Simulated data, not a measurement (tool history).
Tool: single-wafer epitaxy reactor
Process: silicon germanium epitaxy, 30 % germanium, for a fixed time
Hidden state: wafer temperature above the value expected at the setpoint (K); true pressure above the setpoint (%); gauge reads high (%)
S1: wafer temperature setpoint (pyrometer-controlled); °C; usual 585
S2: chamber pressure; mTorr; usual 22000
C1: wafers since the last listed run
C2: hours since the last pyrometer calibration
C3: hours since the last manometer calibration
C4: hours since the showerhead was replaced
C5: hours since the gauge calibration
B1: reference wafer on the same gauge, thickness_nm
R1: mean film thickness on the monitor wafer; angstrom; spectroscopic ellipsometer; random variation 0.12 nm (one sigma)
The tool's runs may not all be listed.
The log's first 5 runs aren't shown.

run 6 hour=220.2 | S1=585 S2=22000 | C1=290 C2=151.4 C3=1074.7 C4=3781.4 C5=214.1 | B1=51.419 | R1=449.69
run 7 hour=278.2 | S1=585 S2=22000 | C1=645 C2=209.4 C3=1132.7 C4=3839.4 C5=272.1 | B1=51.403 | R1=447.55
run 8 hour=308.1 | S1=585 S2=22000 | C1=333 C2=239.3 C3=1162.6 C4=3869.3 C5=302 | B1=51.392 | R1=446.89
run 9 hour=367.3 | S1=585 S2=22000 | C1=659 C2=298.5 C3=1221.8 C4=3928.5 C5=361.2 | B1=51.367 | R1=447.38
run 10 hour=406.2 | S1=585 S2=22000 | C1=433 C2=337.4 C3=1260.7 C4=3967.4 C5=400.1 | B1=51.429 | R1=446.58
run 11 hour=463.9 | S1=585 S2=22000 | C1=642 C2=395.1 C3=1318.4 C4=4025.1 C5=457.8 | B1=51.421 | R1=445.04
run 12 hour=503.4 | S1=591 S2=25800 | C1=439 C2=434.6 C3=1357.9 C4=4064.6 C5=497.3 | B1=51.37 | R1=544.79
run 13 hour=537.1 | S1=575 S2=19700 | C1=375 C2=468.3 C3=1391.6 C4=4098.3 C5=531 | B1=51.376 | R1=343.15
run 14 hour=587 | S1=585 S2=22000 | C1=555 C2=518.2 C3=1441.5 C4=4148.2 C5=580.9 | B1=51.395 | R1=445.37
run 15 hour=646.4 | S1=590 S2=26600 | C1=661 C2=577.6 C3=1500.9 C4=4207.6 C5=640.3 | B1=51.42 | R1=543.68
run 16 hour=681.5 | S1=585 S2=22000 | C1=390 C2=612.7 C3=1536 C4=4242.7 C5=675.4 | B1=51.365 | R1=445.33
run 17 hour=717.9 | S1=580 S2=27200 | C1=405 C2=649.1 C3=1572.4 C4=4279.1 C5=711.8 | B1=51.402 | R1=443.93
run 18 hour=749 | S1=593 S2=26800 | C1=346 C2=680.2 C3=1603.5 C4=4310.2 C5=742.9 | B1=51.324 | R1=573.65
run 19 hour=791.9 | S1=585 S2=22000 | C1=477 C2=723.1 C3=1646.4 C4=4353.1 C5=785.8 | B1=51.379 | R1=443.69
-- hour=839.6 capacitance manometer re-zeroed and calibrated
-- hour=839.8 showerhead replaced
run 20 hour=858.2 | S1=595 S2=27100 | C1=647 C2=789.4 C3=18.6 C4=18.4 C5=852.1 | B1=51.313 | R1=599.74
-- hour=915.7 gauge calibrated
run 21 hour=917.6 | S1=592 S2=19300 | C1=661 C2=848.8 C3=78 C4=77.8 C5=1.9 | B1=51.388 | R1=474.1
run 22 hour=963.9 | S1=585 S2=22000 | C1=515 C2=895.1 C3=124.3 C4=124.1 C5=48.2 | B1=51.457 | R1=441.76
run 23 hour=1013.5 | S1=585 S2=19000 | C1=552 C2=944.7 C3=173.9 C4=173.7 C5=97.8 | B1=51.496 | R1=407.35
run 24 hour=1042.1 | S1=592 S2=25900 | C1=318 C2=973.3 C3=202.5 C4=202.3 C5=126.4 | B1=51.397 | R1=550.91
run 25 hour=1072.8 | S1=592 S2=22000 | C1=341 C2=1004 C3=233.2 C4=233 C5=157.1 | B1=51.397 | R1=508.12

The next listed run, before its measurement:
run 26 hour=1099.2 | S1=596 S2=18500 | C1=294 C2=1030.4 C3=259.6 C4=259.4 C5=183.5 | B1=? | R1=?

Run 26 gave B1 51.416, R1 502.27 angstrom.
Without the tool's hidden state the same run would have given R1 513.84 angstrom.
